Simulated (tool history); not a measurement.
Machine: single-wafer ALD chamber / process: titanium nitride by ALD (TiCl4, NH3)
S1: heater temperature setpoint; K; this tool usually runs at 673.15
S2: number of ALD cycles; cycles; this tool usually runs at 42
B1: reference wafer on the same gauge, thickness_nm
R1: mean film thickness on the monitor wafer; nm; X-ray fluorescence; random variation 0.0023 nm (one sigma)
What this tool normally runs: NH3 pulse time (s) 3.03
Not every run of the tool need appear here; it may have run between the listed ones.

{"run": 1, "hour": 0.0, "S1": 673.15, "S2": 42, "NH3 pulse time (s)": 3.03, "B1": 0.852, "R1": 0.927}
{"run": 2, "hour": 54.7, "S1": 673.15, "S2": 42, "NH3 pulse time (s)": 3.03, "B1": 0.849, "R1": 0.929}
{"run": 3, "hour": 161.1, "S1": 673.15, "S2": 42, "NH3 pulse time (s)": 3.03, "B1": 0.843, "R1": 0.921}
{"run": 4, "hour": 209.9, "S1": 673.15, "S2": 42, "NH3 pulse time (s)": 3.45, "B1": 0.841, "R1": 0.919}
{"run": 5, "hour": 260.2, "S1": 673.15, "S2": 42, "NH3 pulse time (s)": 3.45, "B1": 0.841, "R1": 0.92}
{"run": 6, "hour": 344.2, "S1": 673.15, "S2": 42, "NH3 pulse time (s)": 3.03, "B1": 0.838, "R1": 0.913}
{"run": 7, "hour": 401.0, "S1": 673.15, "S2": 42, "NH3 pulse time (s)": 3.03, "B1": 0.836, "R1": 0.907}
{"run": 8, "hour": 492.9, "S1": 683.15, "S2": 48, "NH3 pulse time (s)": 3.03, "B1": 0.835, "R1": 1.041}
{"hour": 541.9, "done": "thermocouple changed; heater temperature recalibrated"}
{"run": 9, "hour": 566.8, "S1": 669.15, "S2": 42, "NH3 pulse time (s)": 3.57, "B1": 0.835, "R1": 0.915}
{"run": 10, "hour": 651.2, "S1": 680.15, "S2": 36, "NH3 pulse time (s)": 3.03, "B1": 0.833, "R1": 0.779}
{"hour": 723.8, "done": "gauge calibrated"}
{"run": 11, "hour": 757.7, "S1": 673.15, "S2": 50, "NH3 pulse time (s)": 1.85, "B1": 0.856, "R1": 1.081}
{"run": 12, "hour": 817.4, "S1": 673.15, "S2": 42, "NH3 pulse time (s)": 3.03, "B1": 0.851, "R1": 0.93}
{"hour": 833.5, "done": "showerhead replaced"}
{"run": 13, "hour": 900.1, "S1": 673.15, "S2": 49, "NH3 pulse time (s)": 3.03, "B1": 0.845, "R1": 1.076}
{"run": 14, "hour": 974.3, "S1": 673.15, "S2": 42, "NH3 pulse time (s)": 3.03, "B1": 0.843, "R1": 0.918}
{"run": 15, "hour": 1168.4, "S1": 673.15, "S2": 42, "NH3 pulse time (s)": 3.03, "B1": 0.839, "R1": 0.915}

Alternative continuations, all from the tool just after run 15; predict every row:
{"run": "A", "hour": 1168.9, "S1": 673.15, "S2": 42, "NH3 pulse time (s)": 3.03, "B1": "?", "R1": "?"}
{"run": "B", "hour": 1168.9, "S1": 686.15, "S2": 39, "NH3 pulse time (s)": 2.2, "B1": "?", "R1": "?"}
{"run": "C", "hour": 1168.9, "S1": 669.15, "S2": 48, "NH3 pulse time (s)": 1.89, "B1": "?", "R1": "?"}

run=A B1=0.838 R1=0.913
run=B B1=0.838 R1=0.841
run=C B1=0.838 R1=1.017
What these runs would have given with no unlogged condition in the tool:
run=A R1=0.933
run=B R1=0.859
run=C R1=1.039
